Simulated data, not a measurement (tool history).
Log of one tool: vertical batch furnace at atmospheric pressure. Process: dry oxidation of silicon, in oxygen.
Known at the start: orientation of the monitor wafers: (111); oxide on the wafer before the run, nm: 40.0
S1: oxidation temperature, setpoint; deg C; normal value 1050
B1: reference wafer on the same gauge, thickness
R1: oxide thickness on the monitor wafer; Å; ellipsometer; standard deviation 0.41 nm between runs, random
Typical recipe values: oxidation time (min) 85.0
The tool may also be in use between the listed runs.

Run 1, hour 0.0: usual settings; B1 145.94. Result: R1 1316.2 Å.
Run 2, hour 38.6: usual settings; B1 145.98. Result: R1 1311.5 Å.
Run 3, hour 94.9: usual settings; B1 146.02. Result: R1 1319.7 Å.
Run 4, hour 124.6: usual settings but oxidation time (min) 76.0; B1 145.98. Result: R1 1239.8 Å.
Run 5, hour 318.8: usual settings but oxidation time (min) 76.0; B1 146.04. Result: R1 1243.2 Å.
Run 6, hour 345.6: usual settings but S1 1040 deg C, oxidation time (min) 114.5; B1 145.96. Result: R1 1466.6 Å.
Run 7, hour 371.9: usual settings but S1 1040 deg C, oxidation time (min) 114.5; B1 145.98. Result: R1 1468.6 Å.
Run 8, hour 409.7: usual settings but S1 1040 deg C, oxidation time (min) 114.5; B1 145.96. Result: R1 1462.8 Å.
Run 9, hour 458.2: usual settings but S1 1063 deg C, oxidation time (min) 72.5; B1 145.97. Result: R1 1292.0 Å.
At hour 478.6: gauge calibrated.
Run 10, hour 529.8: usual settings but S1 1063 deg C, oxidation time (min) 72.5; B1 145.96. Result: R1 1293.1 Å.
Run 11, hour 563.5: usual settings but S1 1063 deg C, oxidation time (min) 72.5; B1 145.96. Result: R1 1292.0 Å.
Run 12, hour 621.6: usual settings; B1 145.95. Result: R1 1314.2 Å.
Run 13, hour 683.1: usual settings; B1 145.91. Result: R1 1310.2 Å.
At hour 722.1: boat lift adjusted.
At hour 723.2: thermocouples replaced and temperature profile calibrated.
Run 14, hour 860.4: usual settings; B1 145.99. Result: R1 1286.3 Å.
Run 15, hour 899.2: usual settings; B1 146.04. Result: R1 1290.0 Å.
Run 16, hour 934.9: usual settings; B1 145.92. Result: R1 1289.3 Å.
Run 17, hour 1003.2: usual settings; B1 146.12. Result: R1 1287.4 Å.
Run 18, hour 1156.5: usual settings; B1 145.96. Result: R1 1286.4 Å.
Run 19, hour 1363.5: usual settings; B1 145.98. Result: R1 1290.4 Å.
Run 20, hour 1395.1: usual settings but S1 1042 deg C, oxidation time (min) 46.0; B1 146.07. Result: R1 923.1 Å.
Run 21, hour 1460.9: usual settings; B1 145.95. Result: R1 1304.5 Å.
Run 22, hour 1528.0: usual settings but S1 1063 deg C, oxidation time (min) 99.5; B1 146.06. Result: R1 1503.5 Å.
Run 23, hour 1598.1: usual settings; B1 146.04. Result: R1 1293.8 Å.
Run 24, hour 1645.2: usual settings; B1 146.01. Result: R1 1301.8 Å.
Run 25, hour 1673.3: usual settings but S1 1062 deg C, oxidation time (min) 67.5; B1 146.05. Result: R1 1223.1 Å.
Run 26, hour 1707.5: usual settings but S1 1029 deg C, oxidation time (min) 56.0; B1 145.98. Result: R1 963.7 Å.
At hour 1714.1: gauge calibrated.
Run 27, hour 1770.5: usual settings but oxidation time (min) 95.5; B1 146.02. Result: R1 1382.4 Å.
Run 28, hour 1812.1: usual settings; B1 146.03. Result: R1 1297.6 Å.
Run 29, hour 1880.4: usual settings but S1 1064 deg C; B1 146.07. Result: R1 1392.2 Å.
Run 30, hour 1931.2: usual settings but oxidation time (min) 57.5; B1 146.00. Result: R1 1067.6 Å.
Run 31, hour 1982.1: usual settings but S1 1071 deg C, oxidation time (min) 112.5; B1 145.96. Result: R1 1667.0 Å.
Run 32, hour 2044.6: usual settings but S1 1042 deg C, oxidation time (min) 99.0; B1 145.99. Result: R1 1353.1 Å.
Run 33, hour 2103.2: usual settings but oxidation time (min) 115.0; B1 145.94. Result: R1 1526.9 Å.
Run 34, hour 2151.1: usual settings; B1 146.03. Result: R1 1305.1 Å.
Run 35, hour 2189.9: usual settings; B1 145.99. Result: R1 1310.2 Å.
Run 36, hour 2241.6: usual settings but S1 1035 deg C, oxidation time (min) 116.0; B1 145.95. Result: R1 1431.1 Å.
Run 37, hour 2270.2: usual settings; B1 146.03. Result: R1 1308.2 Å.
Run 38, hour 2319.3: usual settings but oxidation time (min) 106.5; B1 145.97. Result: R1 1469.8 Å.
Run 39, hour 2389.9: usual settings but S1 1066 deg C, oxidation time (min) 62.0; B1 145.97. Result: R1 1197.3 Å.

Forecast each of these 4 alternatives for the next run:
Run A, hour 2394.9: usual settings; B1 ?. Result: R1 ?.
Run B, hour 2394.9: usual settings but S1 1063 deg C, oxidation time (min) 97.0; B1 ?. Result: R1 ?.
Run C, hour 2394.9: usual settings but S1 1060 deg C, oxidation time (min) 51.5; B1 ?. Result: R1 ?.
Run D, hour 2394.9: usual settings but oxidation time (min) 68.0; B1 ?. Result: R1 ?.

run      B1      R1
  A  146.04  1300.7
  B  146.04  1486.2
  C  146.04  1057.2
  D  146.04  1159.7
Take away the tool's hidden state, keep each run's random variation, and the runs would have read:
run      R1
  A  1279.0
  B  1460.0
  C  1040.1
  D  1140.9

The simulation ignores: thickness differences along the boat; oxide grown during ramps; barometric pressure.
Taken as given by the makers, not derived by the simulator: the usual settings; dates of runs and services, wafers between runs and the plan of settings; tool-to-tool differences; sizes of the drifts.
